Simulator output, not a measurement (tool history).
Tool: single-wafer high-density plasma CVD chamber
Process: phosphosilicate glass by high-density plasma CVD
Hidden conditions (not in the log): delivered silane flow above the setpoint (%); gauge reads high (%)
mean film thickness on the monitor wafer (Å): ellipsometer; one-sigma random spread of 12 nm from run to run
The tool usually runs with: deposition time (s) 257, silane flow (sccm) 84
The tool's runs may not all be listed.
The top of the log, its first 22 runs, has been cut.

| run | day | deposition time (s) | silane flow (sccm) | wafers since the last listed run | hours since the silane flow controller was replaced | hours since the gauge calibration | read-back reference wafer on the same gauge, thickness_nm | mean film thickness on the monitor wafer (Å) |
|---|---|---|---|---|---|---|---|---|
|  | 47.588 | gauge calibrated |
| 23 | 53.217 | 234 | 89 | 1790 | 246.6 | 135.1 | 2017.817 | 18797.83 |
| 24 | 55.567 | 206 | 89 | 510 | 303.0 | 191.5 | 2019.617 | 16597.00 |
| 25 | 57.742 | 257 | 84 | 472 | 355.2 | 243.7 | 2025.593 | 19914.74 |
| 26 | 60.221 | 257 | 84 | 538 | 414.7 | 303.2 | 2017.327 | 19774.00 |
| 27 | 62.138 | 257 | 73 | 416 | 460.7 | 349.2 | 2016.011 | 17562.11 |
| 28 | 63.788 | 257 | 84 | 358 | 500.3 | 388.8 | 2017.900 | 19794.77 |
| 29 | 66.642 | 257 | 78 | 620 | 568.8 | 457.3 | 2010.979 | 18713.93 |
| 30 | 68.612 | 257 | 84 | 428 | 616.1 | 504.6 | 2022.205 | 19758.44 |
| 31 | 70.408 | 296 | 77 | 390 | 659.2 | 547.7 | 2019.392 | 21304.98 |
| 32 | 71.492 | 207 | 76 | 235 | 685.2 | 573.7 | 2023.703 | 14904.74 |
| 33 | 73.196 | 306 | 69 | 370 | 726.1 | 614.6 | 2023.392 | 19868.29 |
| 34 | 75.054 | 257 | 84 | 403 | 770.7 | 659.2 | 2013.711 | 20158.31 |
| 35 | 77.708 | 257 | 84 | 576 | 834.4 | 722.9 | 2023.651 | 19971.76 |

Run 36 comes next. What will it give?
| 36 | 80.183 | 272 | 100 | 537 | 893.8 | 782.3 | ? | ? |

{"run 36": {"read-back reference wafer on the same gauge, thickness_nm": 2019.602, "mean film thickness on the monitor wafer (Å)": 24543.83}}
Had the tool carried no hidden state, the very same run would have given mean film thickness on the monitor wafer (Å) 23915.06.

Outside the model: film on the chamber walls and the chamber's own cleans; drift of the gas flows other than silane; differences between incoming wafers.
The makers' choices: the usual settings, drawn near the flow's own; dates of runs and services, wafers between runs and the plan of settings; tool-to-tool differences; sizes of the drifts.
